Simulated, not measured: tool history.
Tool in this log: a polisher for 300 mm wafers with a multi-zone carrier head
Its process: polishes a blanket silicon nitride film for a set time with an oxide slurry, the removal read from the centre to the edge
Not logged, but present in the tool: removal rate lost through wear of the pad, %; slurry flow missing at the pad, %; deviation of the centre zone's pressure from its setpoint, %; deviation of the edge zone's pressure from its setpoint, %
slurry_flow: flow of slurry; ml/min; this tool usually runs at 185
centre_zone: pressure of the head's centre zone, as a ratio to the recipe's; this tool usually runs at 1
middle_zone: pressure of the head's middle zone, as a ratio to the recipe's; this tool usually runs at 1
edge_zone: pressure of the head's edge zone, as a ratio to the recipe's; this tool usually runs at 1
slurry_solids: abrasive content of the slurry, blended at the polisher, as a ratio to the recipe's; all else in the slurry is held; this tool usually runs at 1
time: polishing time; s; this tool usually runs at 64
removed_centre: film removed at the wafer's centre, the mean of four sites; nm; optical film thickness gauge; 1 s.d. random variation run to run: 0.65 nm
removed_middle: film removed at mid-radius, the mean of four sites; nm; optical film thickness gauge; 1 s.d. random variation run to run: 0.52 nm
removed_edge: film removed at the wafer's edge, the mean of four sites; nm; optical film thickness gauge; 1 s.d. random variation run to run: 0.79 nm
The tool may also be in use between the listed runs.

run	hour	slurry_flow	centre_zone	middle_zone	edge_zone	slurry_solids	time	wafers since the last listed run	wafers polished on this pad	hours since the slurry nozzle was cleaned	hours since the centre zone pressure was calibrated	hours since the edge zone pressure was calibrated	hours since the carrier head's membrane was replaced	incoming thickness of the incoming film, nm	removed_centre	removed_middle	removed_edge
1	0	185	1	0.91	0.91	1	64	0	5344	453.2	623.7	846.5	209.8	632.5	59.4	56.3	58.9
2	97.5	185	1	1	1	1	64	868	6212	550.7	721.2	944	307.3	630.7	57.8	61.4	59.7
# hour 141.4: worn pad replaced by a new one
# hour 173.5: centre zone pressure recalibrated
3	202.2	185	1	1.04	1	1	64	878	523	655.4	28.7	1048.7	412	622.2	57.8	62.6	61.2
# hour 301.3: slurry nozzle cleaned
4	304.6	185	1	0.95	1	1	64	902	1425	3.3	131.1	1151.1	514.4	637.6	58.3	58.4	60.4
5	406.3	185	1	1	1	1	64	905	2331	105	232.8	1252.8	616.1	627.9	58.5	61.8	61.4
# hour 459.8: edge zone pressure recalibrated
6	505.4	185	1	1.08	1	1	64	864	3195	204.1	331.9	45.6	715.2	632.5	58.7	65.1	61.1
7	581.2	225	1	0.89	1	0.85	64	674	3870	279.9	407.7	121.4	791	629.5	54.8	51.5	56.3
8	685.6	185	1	1	1.03	0.9	64	929	4800	384.3	512.1	225.8	895.4	627.6	56	57.7	58.8
9	770.6	240	0.95	1	1	1	64	756	5557	469.3	597.1	310.8	980.4	629.6	55.8	63.5	60.8
10	838.9	185	1	0.89	1	1	64	608	6165	537.6	665.4	379.1	1048.7	624.1	58.5	55.5	61
# hour 893.5: worn pad replaced by a new one
# hour 1017.4: centre zone pressure recalibrated
11	1146	185	1	1	1.03	0.9	64	2680	2229	844.7	128.6	686.2	1355.8	643.4	54.7	57.8	58.5
# hour 1168.7: slurry nozzle cleaned
12	1215.8	185	0.89	1	1	0.85	64	612	2842	47.1	198.4	756	1425.6	627.8	48.2	56.7	56.1
13	1292.6	185	1	1.09	1	1	47	683	3526	123.9	275.2	832.8	1502.4	630.4	43.8	47.6	44.3
14	1388.5	185	1	1	1.12	1	64	853	4380	219.8	371.1	928.7	1598.3	637.4	58.4	61.3	63.6
15	1430.6	185	1	1	1	1	64	374	4754	261.9	413.2	970.8	1640.4	626.1	58.9	60.7	60.5
# hour 1519.4: carrier head's membrane replaced by a new one
16	1532	185	1	1.12	1	0.85	64	858	5613	363.3	514.6	1072.2	12.6	635.2	53.4	61	56.6
17	1574.4	185	1	1	1	1	49	377	5990	405.7	557	1114.6	55	630.5	45	46.5	46.1
18	1634.1	220	1	1	1	1	64	531	6522	465.4	616.7	1174.3	114.7	634.2	59.5	62.2	62.6
19	1739	185	1	1	0.96	0.75	64	933	7456	570.3	721.6	1279.2	219.6	629.2	49.7	53	51.4
# hour 1766.9: worn pad replaced by a new one
20	1826.1	185	1	1	1	1	64	739	527	657.4	808.7	1366.3	306.7	630.2	58.3	60.8	60.8
21	1879.8	245	1	1	1.09	1.3	57	478	1005	711.1	862.4	1420	360.4	625.7	59.8	63.9	63.6

What differs in the tool's unlogged condition from the final listed run ahead of each entry between runs to the first listed run following it?
After run 2, before run 3: worn pad replaced by a new one (hour 141.4); centre zone pressure recalibrated (hour 173.5)
  the hidden state is the same at both runs
After run 3, before run 4: slurry nozzle cleaned (hour 301.3)
  the hidden state is the same at both runs
After run 5, before run 6: edge zone pressure recalibrated (hour 459.8)
  the hidden state is the same at both runs
After run 10, before run 11: worn pad replaced by a new one (hour 893.5); centre zone pressure recalibrated (hour 1017.4)
  the hidden state is the same at both runs
After run 11, before run 12: slurry nozzle cleaned (hour 1168.7)
  the hidden state is the same at both runs
After run 15, before run 16: carrier head's membrane replaced by a new one (hour 1519.4)
  the hidden state is the same at both runs
After run 19, before run 20: worn pad replaced by a new one (hour 1766.9)
  the hidden state is the same at both runs

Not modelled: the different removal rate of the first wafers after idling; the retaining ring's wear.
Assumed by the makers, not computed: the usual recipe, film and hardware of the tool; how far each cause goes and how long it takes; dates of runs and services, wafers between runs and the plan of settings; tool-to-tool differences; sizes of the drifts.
